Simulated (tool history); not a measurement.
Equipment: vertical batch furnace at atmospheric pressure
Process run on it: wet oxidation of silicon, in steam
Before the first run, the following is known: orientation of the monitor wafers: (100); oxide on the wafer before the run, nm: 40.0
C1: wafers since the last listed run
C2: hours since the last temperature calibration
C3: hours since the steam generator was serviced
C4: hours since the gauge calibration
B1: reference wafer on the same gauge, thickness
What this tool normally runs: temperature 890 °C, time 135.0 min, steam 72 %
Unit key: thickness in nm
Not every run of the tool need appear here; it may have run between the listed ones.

Run 1, hour 0.0: usual settings; C1 0; C2 1265.3; C3 899.8; C4 1016.6; B1 249.34. Result: thickness 230.30 nm.
Run 2, hour 66.3: usual settings; C1 856; C2 1331.6; C3 966.1; C4 1082.9; B1 248.01. Result: thickness 232.03 nm.
Run 3, hour 114.8: usual settings; C1 626; C2 1380.1; C3 1014.6; C4 1131.4; B1 248.49. Result: thickness 229.84 nm.
Run 4, hour 181.0: usual settings; C1 855; C2 1446.3; C3 1080.8; C4 1197.6; B1 248.45. Result: thickness 232.49 nm.
At hour 209.8: gauge calibrated.
Run 5, hour 252.3: usual settings; C1 920; C2 1517.6; C3 1152.1; C4 42.5; B1 248.69. Result: thickness 229.82 nm.
Run 6, hour 307.9: usual settings; C1 718; C2 1573.2; C3 1207.7; C4 98.1; B1 248.78. Result: thickness 230.15 nm.
Run 7, hour 410.1: usual settings; C1 1320; C2 1675.4; C3 1309.9; C4 200.3; B1 249.78. Result: thickness 229.99 nm.
Run 8, hour 460.2: usual settings; C1 647; C2 1725.5; C3 1360.0; C4 250.4; B1 248.86. Result: thickness 230.30 nm.
Run 9, hour 566.0: usual settings; C1 1366; C2 1831.3; C3 1465.8; C4 356.2; B1 248.87. Result: thickness 229.73 nm.
Run 10, hour 653.3: usual settings but steam 78 %; C1 1127; C2 1918.6; C3 1553.1; C4 443.5; B1 249.33. Result: thickness 245.63 nm.
At hour 763.2: thermocouples replaced and temperature profile calibrated.
Run 11, hour 763.7: usual settings but steam 78 %; C1 1116; C2 0.5; C3 1663.5; C4 553.9; B1 249.11. Result: thickness 243.30 nm.
Run 12, hour 796.3: usual settings; C1 421; C2 33.1; C3 1696.1; C4 586.5; B1 249.59. Result: thickness 229.26 nm.
Run 13, hour 841.0: usual settings; C1 577; C2 77.8; C3 1740.8; C4 631.2; B1 249.61. Result: thickness 227.52 nm.
At hour 885.9: steam generator serviced.
Run 14, hour 893.1: usual settings but time 175.5 min, steam 80 %; C1 362; C2 129.9; C3 7.2; C4 683.3; B1 249.99. Result: thickness 295.67 nm.
Run 15, hour 945.5: usual settings but temperature 907 °C, time 164.0 min, steam 65 %; C1 676; C2 182.3; C3 59.6; C4 735.7; B1 249.09. Result: thickness 286.21 nm.
Run 16, hour 1053.2: usual settings but temperature 915 °C; C1 1391; C2 290.0; C3 167.3; C4 843.4; B1 248.64. Result: thickness 288.42 nm.
Run 17, hour 1117.1: usual settings; C1 825; C2 353.9; C3 231.2; C4 907.3; B1 248.63. Result: thickness 222.49 nm.
At hour 1225.4: steam generator serviced, repeated, since the last time left the tool worse.
Run 18, hour 1225.9: usual settings but temperature 901 °C, time 101.0 min, steam 80 %; C1 1095; C2 462.7; C3 0.5; C4 1016.1; B1 249.04. Result: thickness 238.00 nm.
At hour 1244.1: gauge calibrated.
Run 19, hour 1319.6: usual settings but temperature 876 °C, time 110.5 min, steam 78 %; C1 1210; C2 556.4; C3 94.2; C4 75.5; B1 249.81. Result: thickness 182.36 nm.
Run 20, hour 1420.8: usual settings but steam 81 %; C1 1307; C2 657.6; C3 195.4; C4 176.7; B1 249.69. Result: thickness 257.14 nm.
Run 21, hour 1475.8: usual settings; C1 710; C2 712.6; C3 250.4; C4 231.7; B1 249.28. Result: thickness 233.11 nm.
Run 22, hour 1552.1: usual settings but temperature 900 °C, time 93.5 min, steam 76 %; C1 985; C2 788.9; C3 326.7; C4 308.0; B1 249.30. Result: thickness 208.38 nm.
Run 23, hour 1650.4: usual settings but temperature 865 °C, steam 84 %; C1 1269; C2 887.2; C3 425.0; C4 406.3; B1 248.90. Result: thickness 193.18 nm.
Run 24, hour 1709.0: usual settings but temperature 904 °C, time 169.5 min, steam 63 %; C1 756; C2 945.8; C3 483.6; C4 464.9; B1 248.82. Result: thickness 290.41 nm.
Run 25, hour 1788.0: usual settings but temperature 865 °C, steam 84 %; C1 1020; C2 1024.8; C3 562.6; C4 543.9; B1 248.43. Result: thickness 192.66 nm.
Run 26, hour 1849.2: usual settings but temperature 871 °C; C1 790; C2 1086.0; C3 623.8; C4 605.1; B1 248.94. Result: thickness 185.15 nm.

Here are 5 independent what-if runs from the current tool condition. What would each one return?
Run A, hour 1854.5: usual settings but time 117.5 min; C1 68; C2 1091.3; C3 629.1; C4 610.4; B1 ?. Result: thickness ?.
Run B, hour 1854.5: usual settings but steam 61 %; C1 68; C2 1091.3; C3 629.1; C4 610.4; B1 ?. Result: thickness ?.
Run C, hour 1854.5: usual settings but temperature 913 °C, time 74.5 min, steam 81 %; C1 68; C2 1091.3; C3 629.1; C4 610.4; B1 ?. Result: thickness ?.
Run D, hour 1854.5: usual settings but temperature 875 °C, time 163.0 min; C1 68; C2 1091.3; C3 629.1; C4 610.4; B1 ?. Result: thickness ?.
Run E, hour 1854.5: usual settings but temperature 878 °C, time 201.5 min, steam 68 %; C1 68; C2 1091.3; C3 629.1; C4 610.4; B1 ?. Result: thickness ?.

run      B1  thickness
  A  248.01     209.95
  B  248.01     205.88
  C  248.01     210.43
  D  248.01     223.72
  E  248.01     260.51
With the hidden condition removed and each run's random variation left untouched, the same runs would have given:
run  thickness
  A     215.89
  B     211.68
  C     216.25
  D     230.18
  E     268.11
